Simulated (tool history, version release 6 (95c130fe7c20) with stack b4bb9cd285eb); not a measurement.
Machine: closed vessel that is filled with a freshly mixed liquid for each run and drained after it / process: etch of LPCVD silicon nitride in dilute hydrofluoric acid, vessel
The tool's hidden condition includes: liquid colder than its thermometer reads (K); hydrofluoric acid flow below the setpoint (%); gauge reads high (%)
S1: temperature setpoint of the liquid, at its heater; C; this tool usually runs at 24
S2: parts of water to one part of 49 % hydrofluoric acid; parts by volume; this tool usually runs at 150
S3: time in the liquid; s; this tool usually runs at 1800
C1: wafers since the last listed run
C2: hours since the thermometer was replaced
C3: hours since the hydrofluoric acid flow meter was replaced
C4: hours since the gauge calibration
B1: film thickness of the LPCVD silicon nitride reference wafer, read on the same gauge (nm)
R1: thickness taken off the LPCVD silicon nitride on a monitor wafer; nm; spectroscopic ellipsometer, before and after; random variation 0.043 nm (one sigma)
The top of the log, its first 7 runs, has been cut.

run,hour,S1,S2,S3,C1,C2,C3,C4,B1,R1
8,157.6,24,150,1800,421,2884.4,2419,321.3,109.96,5.84
9,189.8,24,150,1800,923,2916.6,2451.2,353.5,109.99,5.8
10,222.4,24,150,1800,935,2949.2,2483.8,386.1,110.02,5.82
11,236.7,24,150,1800,410,2963.5,2498.1,400.4,109.99,5.79
# hour 239.7: hydrofluoric acid flow meter replaced
12,251.2,24,150,1800,387,2978,11.5,414.9,110.04,5.8
# hour 256.3: gauge calibrated
13,277.8,24,150,1800,763,3004.6,38.1,21.5,110.01,5.8
14,290.5,24,150,1800,364,3017.3,50.8,34.2,110.03,5.78
# hour 296.3: thermometer replaced
15,308.9,21,205,1070,499,12.6,69.2,52.6,110.02,2.45
16,333.8,24,150,1800,714,37.5,94.1,77.5,109.99,6.8
17,375.2,22.5,90,2145,1187,78.9,135.5,118.9,110.01,12.06
18,394,21.5,185,1800,539,97.7,154.3,137.7,110,4.7
19,406.3,26,215,785,352,110,166.6,150,110.04,2.32
20,429.2,29,185,2350,656,132.9,189.5,172.9,110.01,9.75
21,449.8,24,150,1800,590,153.5,210.1,193.5,109.99,6.66
22,547.8,24,210,1160,2811,251.5,308.1,291.5,109.99,3.11
23,562.7,26,170,1800,427,266.4,323,306.4,109.97,6.74
24,594.4,24,150,1800,909,298.1,354.7,338.1,109.99,6.69
25,611.7,24,150,1800,496,315.4,372,355.4,110.02,6.7
26,627,22,175,1295,438,330.7,387.3,370.7,109.97,3.65
27,647.9,24,150,1250,599,351.6,408.2,391.6,110.01,4.64
# hour 675.4: gauge calibrated
28,678.4,26,220,2215,875,382.1,438.7,3,110.03,6.29
29,711.1,27.5,90,1800,938,414.8,471.4,35.7,109.97,13.74

What will run 30 give?
30,732.3,24,150,1800,608,436,492.6,56.9,?,?

Run 30 yielded B1 110.01, R1 6.65 nm.
Take away the tool's hidden state, keep the run-to-run variation as it was, and the same run would have given R1 6.87 nm.
